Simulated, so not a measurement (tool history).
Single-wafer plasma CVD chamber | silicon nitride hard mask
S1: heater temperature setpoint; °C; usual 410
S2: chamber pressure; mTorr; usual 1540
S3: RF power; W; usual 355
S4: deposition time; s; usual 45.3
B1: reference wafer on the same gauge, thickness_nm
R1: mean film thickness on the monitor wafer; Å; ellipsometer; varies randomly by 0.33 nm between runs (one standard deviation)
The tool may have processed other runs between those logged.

run     day   S1    S2   S3    S4      B1      R1
  1   0.000  405  1540  355  47.7  55.955  556.11
  2   1.217  405  1540  355  47.7  55.870  554.53
  3   2.046  405  1540  355  47.7  55.865  557.26
  4   3.058  410  1540  355  45.3  55.900  524.98
  5   3.712  410  1540  355  45.3  55.811  526.87
  6   4.896  410  1540  355  45.3  55.871  528.25
  7   6.321  410  1730  355  49.3  55.936  581.44
  8   7.683  410  1730  355  49.3  55.866  586.40
      8.033  -- gauge calibrated
  9   8.296  410  1730  355  49.3  55.926  586.06
 10   8.900  410  1540  355  45.3  55.817  521.98
 11  10.338  410  1540  355  45.3  55.871  523.25
     11.662  -- showerhead replaced
     11.775  -- RF generator calibrated
 12  11.796  422  1340  285  40.1  55.815  388.26
 13  12.508  410  1420  325  41.7  55.869  469.66
 14  13.438  403  1310  355  45.3  55.974  549.58
 15  14.238  397  1540  355  45.3  55.839  564.42
     14.854  -- capacitance manometer re-zeroed and calibrated
 16  15.258  410  1540  380  45.3  55.849  596.11
     15.808  -- thermocouple changed; heater temperature recalibrated
 17  16.462  423  1900  355  41.5  55.892  526.01
 18  17.167  418  1540  380  38.0  55.861  489.77
 19  17.775  410  1540  355  45.3  55.808  553.67
 20  18.983  414  1540  355  50.8  55.864  622.83
 21  20.188  402  1220  295  45.3  55.833  437.52
 22  21.233  410  1540  355  45.3  55.865  549.66
 23  22.125  410  1540  355  45.3  55.881  552.52

Alternative continuations, all from the tool just after run 23; predict every row:
  A  22.142  410  1540  315  45.3   ?   ?
  B  22.142  423  1540  355  36.3   ?   ?
  C  22.142  415  1540  355  45.3   ?   ?

run      B1      R1
  A  55.982  485.96
  B  55.982  435.17
  C  55.982  544.74
Take away the tool's hidden state, keep each run's random variation, and the runs would have read:
run      R1
  A  507.63
  B  453.13
  C  567.22

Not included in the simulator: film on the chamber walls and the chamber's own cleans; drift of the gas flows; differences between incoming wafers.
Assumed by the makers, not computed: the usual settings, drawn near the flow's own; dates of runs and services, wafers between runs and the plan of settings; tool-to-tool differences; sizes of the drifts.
